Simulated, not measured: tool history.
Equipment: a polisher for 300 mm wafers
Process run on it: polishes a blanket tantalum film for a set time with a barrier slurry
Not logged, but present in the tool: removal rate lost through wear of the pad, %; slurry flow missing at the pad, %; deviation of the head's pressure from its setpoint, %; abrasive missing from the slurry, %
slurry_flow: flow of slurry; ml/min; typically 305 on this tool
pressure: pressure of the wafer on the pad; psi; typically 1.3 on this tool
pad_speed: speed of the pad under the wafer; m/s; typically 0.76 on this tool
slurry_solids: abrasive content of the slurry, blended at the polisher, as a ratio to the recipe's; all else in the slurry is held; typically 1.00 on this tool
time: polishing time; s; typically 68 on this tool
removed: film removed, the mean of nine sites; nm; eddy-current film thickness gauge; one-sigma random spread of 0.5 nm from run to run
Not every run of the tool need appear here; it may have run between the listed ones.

| run | hour | slurry_flow | pressure | pad_speed | slurry_solids | time | wafers since the last listed run | wafers polished on this pad | hours since the slurry nozzle was cleaned | hours since the head pressure was calibrated | hours since the slurry blender was calibrated | incoming thickness of the incoming film, nm | removed |
|---|---|---|---|---|---|---|---|---|---|---|---|---|---|
| 1 | 0.0 | 265 | 1.3 | 0.76 | 1.00 | 68 | 0 | 744 | 575.9 | 643.7 | 128.6 | 399.0 | 39.6 |
| 2 | 40.1 | 265 | 1.3 | 0.76 | 1.00 | 68 | 449 | 1193 | 616.0 | 683.8 | 168.7 | 404.8 | 38.6 |
| 3 | 76.6 | 265 | 1.3 | 0.76 | 1.00 | 68 | 408 | 1602 | 652.5 | 720.3 | 205.2 | 395.2 | 38.0 |
|  | 97.8 | worn pad replaced by a new one |
|  | 104.8 | slurry blender recalibrated |
| 4 | 187.8 | 305 | 1.1 | 0.76 | 1.00 | 68 | 1178 | 986 | 763.7 | 831.5 | 83.0 | 397.6 | 34.8 |
|  | 224.5 | slurry nozzle cleaned |
| 5 | 249.2 | 305 | 1.1 | 0.76 | 1.00 | 68 | 676 | 1663 | 24.7 | 892.9 | 144.4 | 393.6 | 34.5 |
|  | 253.8 | worn pad replaced by a new one |
| 6 | 277.8 | 305 | 1.3 | 0.76 | 1.00 | 68 | 275 | 269 | 53.3 | 921.5 | 173.0 | 401.2 | 41.1 |
|  | 284.0 | head pressure recalibrated |
| 7 | 305.2 | 305 | 1.3 | 0.76 | 1.00 | 68 | 284 | 553 | 80.7 | 21.2 | 200.4 | 402.9 | 42.8 |
|  | 321.1 | slurry blender recalibrated |
| 8 | 339.4 | 305 | 1.3 | 0.76 | 1.00 | 68 | 360 | 914 | 114.9 | 55.4 | 18.3 | 404.6 | 41.4 |
|  | 399.3 | worn pad replaced by a new one |
| 9 | 399.9 | 305 | 1.3 | 0.76 | 1.00 | 79 | 633 | 6 | 175.4 | 115.9 | 78.8 | 400.4 | 52.1 |
| 10 | 440.4 | 305 | 1.0 | 0.66 | 1.00 | 68 | 453 | 460 | 215.9 | 156.4 | 119.3 | 400.2 | 30.5 |
| 11 | 473.4 | 335 | 1.3 | 0.92 | 1.15 | 84 | 369 | 830 | 248.9 | 189.4 | 152.3 | 399.4 | 65.9 |
|  | 516.0 | slurry blender recalibrated |
| 12 | 518.0 | 380 | 0.8 | 0.76 | 0.90 | 68 | 477 | 1307 | 293.5 | 234.0 | 2.0 | 397.2 | 27.5 |
|  | 522.5 | worn pad replaced by a new one |
| 13 | 559.7 | 305 | 1.3 | 0.76 | 1.00 | 68 | 422 | 417 | 335.2 | 275.7 | 43.7 | 399.0 | 42.1 |
| 14 | 609.9 | 210 | 0.9 | 0.76 | 1.00 | 68 | 562 | 979 | 385.4 | 325.9 | 93.9 | 404.9 | 30.4 |
| 15 | 648.7 | 305 | 1.3 | 0.76 | 1.25 | 68 | 434 | 1414 | 424.2 | 364.7 | 132.7 | 399.4 | 43.8 |
|  | 659.8 | worn pad replaced by a new one |
| 16 | 677.3 | 275 | 1.3 | 0.76 | 1.00 | 68 | 275 | 195 | 452.8 | 393.3 | 161.3 | 405.1 | 42.6 |
|  | 706.8 | slurry blender recalibrated |
| 17 | 719.0 | 305 | 1.6 | 0.88 | 1.00 | 68 | 444 | 640 | 494.5 | 435.0 | 12.2 | 399.4 | 54.7 |

What would each run have given without the hidden state, its run-to-run variation left as it was?
| run | removed |
|---|---|
| 1 | 45.3 |
| 2 | 44.9 |
| 3 | 44.7 |
| 4 | 40.2 |
| 5 | 40.5 |
| 6 | 46.2 |
| 7 | 45.8 |
| 8 | 45.1 |
| 9 | 53.3 |
| 10 | 32.9 |
| 11 | 72.5 |
| 12 | 30.7 |
| 13 | 45.6 |
| 14 | 34.0 |
| 15 | 49.5 |
| 16 | 45.9 |
| 17 | 61.4 |
